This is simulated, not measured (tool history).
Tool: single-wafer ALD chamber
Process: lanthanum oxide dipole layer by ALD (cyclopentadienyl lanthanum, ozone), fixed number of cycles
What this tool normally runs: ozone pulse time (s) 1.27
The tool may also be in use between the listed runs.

run     day  ozone pulse time (s)  read-back reference wafer on the same gauge, thickness_nm  mean film thickness on the monitor wafer (angstrom)
  1   0.000                  1.65                                                      0.614                                                 5.49
  2   4.483                  1.40                                                      0.614                                                 5.42
  3   6.388                  1.40                                                      0.614                                                 5.39
      9.804  -- gauge calibrated
  4  17.350                  1.27                                                      0.614                                                 5.27
  5  21.788                  1.27                                                      0.614                                                 5.28
  6  25.571                  1.27                                                      0.614                                                 5.26
  7  28.538                  1.27                                                      0.614                                                 5.27
  8  30.892                  1.76                                                      0.614                                                 5.60

Run 9 comes next. What will it give?
  9  34.554                  1.09                                                          ?                                                    ?

Run 9 produced read-back reference wafer on the same gauge, thickness_nm 0.614, mean film thickness on the monitor wafer (angstrom) 5.13.
Were there no unlogged condition in the tool, this run, its random variation unchanged, would have produced mean film thickness on the monitor wafer (angstrom) 5.13.
